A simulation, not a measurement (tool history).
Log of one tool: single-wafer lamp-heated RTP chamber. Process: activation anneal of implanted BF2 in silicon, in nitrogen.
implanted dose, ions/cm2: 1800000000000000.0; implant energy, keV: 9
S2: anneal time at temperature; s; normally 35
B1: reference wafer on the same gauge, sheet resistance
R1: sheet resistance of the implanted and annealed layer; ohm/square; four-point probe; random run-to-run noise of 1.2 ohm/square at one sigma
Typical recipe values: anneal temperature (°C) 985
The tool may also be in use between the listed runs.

Run 1, day 0: usual settings but S2 19 s; B1 207.77. Result: R1 261.91 ohm/square.
Run 2, day 0.388: usual settings but S2 19 s; B1 208.15. Result: R1 265.2 ohm/square.
Run 3, day 0.667: usual settings but anneal temperature (°C) 1000; B1 207.85. Result: R1 183.43 ohm/square.
Run 4, day 1.004: usual settings; B1 208.08. Result: R1 220.42 ohm/square.
Run 5, day 1.638: usual settings; B1 207.8. Result: R1 222.09 ohm/square.
Run 6, day 2.175: usual settings; B1 208.07. Result: R1 221.83 ohm/square.
Run 7, day 2.433: usual settings; B1 207.5. Result: R1 221.86 ohm/square.
Run 8, day 2.796: usual settings but S2 26 s; B1 207.84. Result: R1 238.18 ohm/square.
Run 9, day 3.321: usual settings but S2 26 s; B1 207.91. Result: R1 239.53 ohm/square.
Run 10, day 5.517: usual settings but anneal temperature (°C) 995; B1 208.14. Result: R1 194.23 ohm/square.
Run 11, day 5.783: usual settings but anneal temperature (°C) 995; B1 208.39. Result: R1 193.95 ohm/square.
Run 12, day 6.221: usual settings; B1 207.78. Result: R1 218.24 ohm/square.
Run 13, day 6.771: usual settings; B1 208.3. Result: R1 218.31 ohm/square.
Run 14, day 7.212: usual settings; B1 207.71. Result: R1 218.08 ohm/square.
At day 8.1: reflector plate cleaned.
Run 15, day 8.121: usual settings but anneal temperature (°C) 959, S2 49 s; B1 208.03. Result: R1 273.64 ohm/square.
Run 16, day 8.312: usual settings; B1 208.44. Result: R1 217.52 ohm/square.
Run 17, day 8.592: usual settings but S2 41 s; B1 208.13. Result: R1 206.66 ohm/square.
Run 18, day 9.275: usual settings; B1 207.96. Result: R1 216.88 ohm/square.
At day 9.942: gauge calibrated.
Run 19, day 11.508: usual settings but anneal temperature (°C) 962, S2 55 s; B1 208.12. Result: R1 255.74 ohm/square.
Run 20, day 11.971: usual settings but S2 53 s; B1 208.04. Result: R1 188.98 ohm/square.
Run 21, day 12.396: usual settings but anneal temperature (°C) 961, S2 18 s; B1 207.88. Result: R1 331.28 ohm/square.
Run 22, day 12.883: usual settings but anneal temperature (°C) 963, S2 16 s; B1 207.74. Result: R1 329.5 ohm/square.
At day 13.242: pyrometer window cleaned and pyrometer calibrated.
Run 23, day 13.588: usual settings; B1 207.7. Result: R1 235.77 ohm/square.
Run 24, day 14.008: usual settings; B1 207.77. Result: R1 232.88 ohm/square.
Run 25, day 15.921: usual settings but anneal temperature (°C) 977, S2 29 s; B1 208.03. Result: R1 265.09 ohm/square.
Run 26, day 16.546: usual settings but anneal temperature (°C) 1004, S2 23 s; B1 208.05. Result: R1 205.25 ohm/square.
Run 27, day 17.2: usual settings but anneal temperature (°C) 958, S2 49 s; B1 208.04. Result: R1 285.68 ohm/square.
Run 28, day 17.717: usual settings; B1 207.84. Result: R1 226.16 ohm/square.

Had the tool no unlogged condition, and each run kept its random variation, what would the results have been?
The hidden state here: true wafer temperature minus pyrometer reading, K; wafer temperature error from the tarnished reflector plate, K; gauge reads high (%).
run      R1
  1  275.44
  2  279.29
  3  194.96
  4   234.6
  5  236.91
  6  237.04
  7  237.26
  8  253.97
  9  255.75
 10  209.47
 11  209.28
 12  235.42
 13  235.71
 14  235.62
 15  295.61
 16  235.37
 17  224.04
 18  234.94
 19  278.56
 20   205.7
 21  352.48
 22  350.27
 23   238.2
 24  236.34
 25  273.01
 26  212.49
 27  297.31
 28  236.41
